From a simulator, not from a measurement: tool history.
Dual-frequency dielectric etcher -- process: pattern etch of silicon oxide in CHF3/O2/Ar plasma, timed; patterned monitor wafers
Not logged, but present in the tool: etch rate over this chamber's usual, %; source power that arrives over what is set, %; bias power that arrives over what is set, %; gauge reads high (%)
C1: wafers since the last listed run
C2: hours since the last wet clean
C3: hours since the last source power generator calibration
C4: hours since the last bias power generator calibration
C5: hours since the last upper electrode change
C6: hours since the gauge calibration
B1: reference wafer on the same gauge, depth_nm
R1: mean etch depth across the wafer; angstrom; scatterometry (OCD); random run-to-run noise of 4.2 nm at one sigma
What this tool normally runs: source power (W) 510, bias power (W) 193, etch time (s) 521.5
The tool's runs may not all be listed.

{"run": 1, "day": 0.0, "source power (W)": 510, "bias power (W)": 193, "etch time (s)": 521.5, "C1": 0, "C2": 556.4, "C3": 130.5, "C4": 1601.1, "C5": 220.5, "C6": 1305.6, "B1": 818.6, "R1": 9915}
{"run": 2, "day": 3.675, "source power (W)": 510, "bias power (W)": 219, "etch time (s)": 521.5, "C1": 356, "C2": 644.6, "C3": 218.7, "C4": 1689.3, "C5": 308.7, "C6": 1393.8, "B1": 818.2, "R1": 10417}
{"run": 3, "day": 6.4, "source power (W)": 510, "bias power (W)": 219, "etch time (s)": 521.5, "C1": 264, "C2": 710.0, "C3": 284.1, "C4": 1754.7, "C5": 374.1, "C6": 1459.2, "B1": 819.2, "R1": 10388}
{"run": 4, "day": 9.658, "source power (W)": 510, "bias power (W)": 219, "etch time (s)": 521.5, "C1": 315, "C2": 788.2, "C3": 362.3, "C4": 1832.9, "C5": 452.3, "C6": 1537.4, "B1": 818.7, "R1": 10417}
{"day": 12.8, "done": "wet clean of the chamber"}
{"day": 14.588, "done": "bias power generator calibrated"}
{"run": 5, "day": 20.442, "source power (W)": 510, "bias power (W)": 193, "etch time (s)": 521.5, "C1": 932, "C2": 183.4, "C3": 621.1, "C4": 140.5, "C5": 711.1, "C6": 1796.2, "B1": 817.3, "R1": 9735}
{"run": 6, "day": 23.208, "source power (W)": 570, "bias power (W)": 193, "etch time (s)": 521.5, "C1": 268, "C2": 249.8, "C3": 687.5, "C4": 206.9, "C5": 777.5, "C6": 1862.6, "B1": 819.7, "R1": 10247}
{"run": 7, "day": 25.679, "source power (W)": 620, "bias power (W)": 193, "etch time (s)": 566.0, "C1": 239, "C2": 309.1, "C3": 746.8, "C4": 266.2, "C5": 836.8, "C6": 1921.9, "B1": 816.8, "R1": 11591}
{"run": 8, "day": 27.479, "source power (W)": 610, "bias power (W)": 193, "etch time (s)": 628.0, "C1": 174, "C2": 352.3, "C3": 790.0, "C4": 309.4, "C5": 880.0, "C6": 1965.1, "B1": 818.9, "R1": 12772}
{"run": 9, "day": 29.538, "source power (W)": 510, "bias power (W)": 193, "etch time (s)": 521.5, "C1": 199, "C2": 401.7, "C3": 839.4, "C4": 358.8, "C5": 929.4, "C6": 2014.5, "B1": 817.3, "R1": 9798}
{"run": 10, "day": 32.738, "source power (W)": 590, "bias power (W)": 178, "etch time (s)": 411.5, "C1": 310, "C2": 478.5, "C3": 916.2, "C4": 435.6, "C5": 1006.2, "C6": 2091.3, "B1": 818.7, "R1": 8041}
{"run": 11, "day": 34.967, "source power (W)": 510, "bias power (W)": 193, "etch time (s)": 521.5, "C1": 216, "C2": 532.0, "C3": 969.7, "C4": 489.1, "C5": 1059.7, "C6": 2144.8, "B1": 818.8, "R1": 9833}
{"run": 12, "day": 37.212, "source power (W)": 430, "bias power (W)": 160, "etch time (s)": 474.0, "C1": 217, "C2": 585.9, "C3": 1023.6, "C4": 543.0, "C5": 1113.6, "C6": 2198.7, "B1": 817.9, "R1": 7668}
{"run": 13, "day": 39.433, "source power (W)": 510, "bias power (W)": 193, "etch time (s)": 521.5, "C1": 215, "C2": 639.2, "C3": 1076.9, "C4": 596.3, "C5": 1166.9, "C6": 2252.0, "B1": 817.4, "R1": 9884}
{"day": 41.438, "done": "gauge calibrated"}
{"day": 41.508, "done": "wet clean of the chamber"}
{"run": 14, "day": 43.396, "source power (W)": 400, "bias power (W)": 193, "etch time (s)": 521.5, "C1": 287, "C2": 45.3, "C3": 1172.0, "C4": 691.4, "C5": 1262.0, "C6": 47.0, "B1": 818.0, "R1": 8752}
{"run": 15, "day": 46.792, "source power (W)": 570, "bias power (W)": 233, "etch time (s)": 631.5, "C1": 329, "C2": 126.8, "C3": 1253.5, "C4": 772.9, "C5": 1343.5, "C6": 128.5, "B1": 818.9, "R1": 13479}
{"run": 16, "day": 57.821, "source power (W)": 510, "bias power (W)": 193, "etch time (s)": 521.5, "C1": 1069, "C2": 391.5, "C3": 1518.2, "C4": 1037.6, "C5": 1608.2, "C6": 393.2, "B1": 816.7, "R1": 9887}
{"run": 17, "day": 61.675, "source power (W)": 510, "bias power (W)": 240, "etch time (s)": 521.5, "C1": 373, "C2": 484.0, "C3": 1610.7, "C4": 1130.1, "C5": 1700.7, "C6": 485.7, "B1": 818.6, "R1": 10710}
{"run": 18, "day": 63.404, "source power (W)": 430, "bias power (W)": 170, "etch time (s)": 643.0, "C1": 167, "C2": 525.5, "C3": 1652.2, "C4": 1171.6, "C5": 1742.2, "C6": 527.2, "B1": 817.7, "R1": 10686}
{"run": 19, "day": 67.746, "source power (W)": 510, "bias power (W)": 193, "etch time (s)": 593.0, "C1": 420, "C2": 629.7, "C3": 1756.4, "C4": 1275.8, "C5": 1846.4, "C6": 631.4, "B1": 817.7, "R1": 11165}
{"run": 20, "day": 71.4, "source power (W)": 510, "bias power (W)": 193, "etch time (s)": 521.5, "C1": 354, "C2": 717.4, "C3": 1844.1, "C4": 1363.5, "C5": 1934.1, "C6": 719.1, "B1": 818.4, "R1": 9974}
{"run": 21, "day": 73.483, "source power (W)": 510, "bias power (W)": 193, "etch time (s)": 465.5, "C1": 201, "C2": 767.4, "C3": 1894.1, "C4": 1413.5, "C5": 1984.1, "C6": 769.1, "B1": 817.7, "R1": 8825}
{"day": 74.554, "done": "wet clean of the chamber"}
{"run": 22, "day": 75.112, "source power (W)": 610, "bias power (W)": 154, "etch time (s)": 623.0, "C1": 60, "C2": 13.4, "C3": 1933.2, "C4": 1452.6, "C5": 2023.2, "C6": 808.2, "B1": 818.0, "R1": 11780}
{"run": 23, "day": 78.654, "source power (W)": 430, "bias power (W)": 193, "etch time (s)": 521.5, "C1": 343, "C2": 98.4, "C3": 2018.2, "C4": 1537.6, "C5": 2108.2, "C6": 893.2, "B1": 819.0, "R1": 9173}
{"run": 24, "day": 82.896, "source power (W)": 510, "bias power (W)": 193, "etch time (s)": 521.5, "C1": 411, "C2": 200.2, "C3": 2120.0, "C4": 1639.4, "C5": 2210.0, "C6": 995.0, "B1": 819.2, "R1": 9915}
{"run": 25, "day": 84.425, "source power (W)": 600, "bias power (W)": 166, "etch time (s)": 521.5, "C1": 148, "C2": 236.9, "C3": 2156.7, "C4": 1676.1, "C5": 2246.7, "C6": 1031.7, "B1": 818.2, "R1": 10106}
{"day": 85.588, "done": "bias power generator calibrated"}
{"run": 26, "day": 87.738, "source power (W)": 590, "bias power (W)": 233, "etch time (s)": 606.0, "C1": 304, "C2": 316.4, "C3": 2236.2, "C4": 51.6, "C5": 2326.2, "C6": 1111.2, "B1": 818.1, "R1": 13056}
{"run": 27, "day": 91.792, "source power (W)": 510, "bias power (W)": 193, "etch time (s)": 466.5, "C1": 393, "C2": 413.7, "C3": 2333.5, "C4": 148.9, "C5": 2423.5, "C6": 1208.5, "B1": 817.0, "R1": 8724}
{"run": 28, "day": 95.654, "source power (W)": 510, "bias power (W)": 193, "etch time (s)": 595.5, "C1": 374, "C2": 506.4, "C3": 2426.2, "C4": 241.6, "C5": 2516.2, "C6": 1301.2, "B1": 818.8, "R1": 11136}

Run by run, hidden condition taken away, random variation retained:
run=1 R1=9750
run=2 R1=10239
run=3 R1=10209
run=4 R1=10235
run=5 R1=9705
run=6 R1=10199
run=7 R1=11522
run=8 R1=12685
run=9 R1=9721
run=10 R1=7970
run=11 R1=9735
run=12 R1=7588
run=13 R1=9772
run=14 R1=8642
run=15 R1=13298
run=16 R1=9739
run=17 R1=10538
run=18 R1=10522
run=19 R1=10987
run=20 R1=9812
run=21 R1=8679
run=22 R1=11597
run=23 R1=9017
run=24 R1=9747
run=25 R1=9941
run=26 R1=13053
run=27 R1=8697
run=28 R1=11078
